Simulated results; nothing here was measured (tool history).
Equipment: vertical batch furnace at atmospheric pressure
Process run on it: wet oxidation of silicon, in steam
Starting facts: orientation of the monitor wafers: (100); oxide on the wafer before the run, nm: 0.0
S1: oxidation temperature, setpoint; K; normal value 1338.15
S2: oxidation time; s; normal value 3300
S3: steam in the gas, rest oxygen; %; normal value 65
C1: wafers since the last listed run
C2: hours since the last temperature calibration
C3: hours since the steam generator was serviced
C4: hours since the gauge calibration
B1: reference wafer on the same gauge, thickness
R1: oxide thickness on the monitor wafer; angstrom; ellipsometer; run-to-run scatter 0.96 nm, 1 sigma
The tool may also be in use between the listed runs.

run    hour       S1    S2  S3    C1      C2      C3      C4      B1      R1
  1       0  1338.15  3300  65     0   720.2     841   429.2  491.96  4266.4
  2    77.6  1338.15  3300  65   651   797.8   918.6   506.8  491.91  4260.5
  3   166.7  1338.15  3300  58   747   886.9  1007.7   595.9  492.15  3968.2
  4   229.1  1338.15  3300  58   523   949.3  1070.1   658.3  492.27  3968.8
  5   302.4  1338.15  3300  65   615  1022.6  1143.4   731.6  491.41  4262.1
  6   403.7  1338.15  3300  65   849  1123.9  1244.7   832.9  492.35  4260.2
  7   468.1  1320.15  3300  60   540  1188.3  1309.1   897.3  492.74  3648.6
  8   569.1  1320.15  3300  60   847  1289.3  1410.1   998.3  491.82  3654.6
  9   626.5  1338.15  3300  65   481  1346.7  1467.5  1055.7  492.37  4251.9
 10   689.8  1338.15  3300  65   531    1410  1530.8    1119  492.09  4260.3
 11   751.1  1338.15  3300  65   514  1471.3  1592.1  1180.3  492.06  4246.5
 12   838.7  1338.15  3300  65   734  1558.9  1679.7  1267.9  491.69  4281.9
 13  1048.8  1338.15  3300  65  1762    1769  1889.8    1478     492  4244.9
 14  1114.7  1338.15  3300  65   552  1834.9  1955.7  1543.9  491.96  4254.5
 15    1157  1338.15  3300  65   354  1877.2    1998  1586.2  492.43  4257.3
 16  1246.5  1338.15  4080  65   750  1966.7  2087.5  1675.7  491.57  4845.4
 17  1318.1  1315.15  2340  55   600  2038.3  2159.1  1747.3   492.2    2669
 18  1384.7  1338.15  3300  54   558  2104.9  2225.7  1813.9  491.74  3796.3
 19  1471.6  1319.15  3960  55   729  2191.8  2312.6  1900.8  491.87  3873.1
 20  1521.6  1321.15  3300  53   419  2241.8  2362.6  1950.8  492.17  3413.4
 21  1576.7  1338.15  3300  65   462  2296.9  2417.7  2005.9  492.09  4264.7
 22  1614.3  1338.15  3300  65   315  2334.5  2455.3  2043.5  491.91  4258.8
     1635.1  -- gauge calibrated
     1721.7  -- steam generator serviced
 23    1904  1347.15  1800  69  2229  2624.2   182.3   268.9  492.08  3183.4
     1986.3  -- thermocouples replaced and temperature profile calibrated
 24  1986.8  1338.15  3990  76   493     0.5   265.1   351.7  492.32  5248.8
 25  2050.5  1351.15  4020  73   534    64.2   328.8   415.4  491.72  5470.1
 26  2116.6  1338.15  4860  70   554   130.3   394.9   481.5  492.13  5601.7
 27  2181.1  1330.15  1980  60   541   194.8   459.4     546  491.75  2792.8
 28  2262.3  1338.15  3300  65   681     276   540.6   627.2  491.92  4255.9
 29  2319.3  1327.15  3300  73   478     333   597.6   684.2  491.49  4300.6
 30  2422.8  1319.15  2820  54   868   436.5   701.1   787.7  492.15  3065.4
 31  2470.6  1318.15  2850  56   401   484.3   748.9   835.5  491.35  3137.2
 32  2528.9  1329.15  3300  74   489   542.6   807.2   893.8   492.3  4383.5

Alternative continuations, all from the tool just after run 32; predict every row:
  A  2534.6  1338.15  3300  65  47  548.3  812.9  899.5   ?   ?
  B  2534.6  1352.15  3300  65  47  548.3  812.9  899.5   ?   ?
  C  2534.6  1321.15  3300  74  47  548.3  812.9  899.5   ?   ?
  D  2534.6  1351.15  3300  65  47  548.3  812.9  899.5   ?   ?

run      B1      R1
  A  492.03  4249.4
  B  492.03  4562.7
  C  492.03  4190.8
  D  492.03  4540.8
Without the tool's hidden state the same runs would have given:
run      R1
  A  4249.4
  B  4562.7
  C  4190.8
  D  4540.8
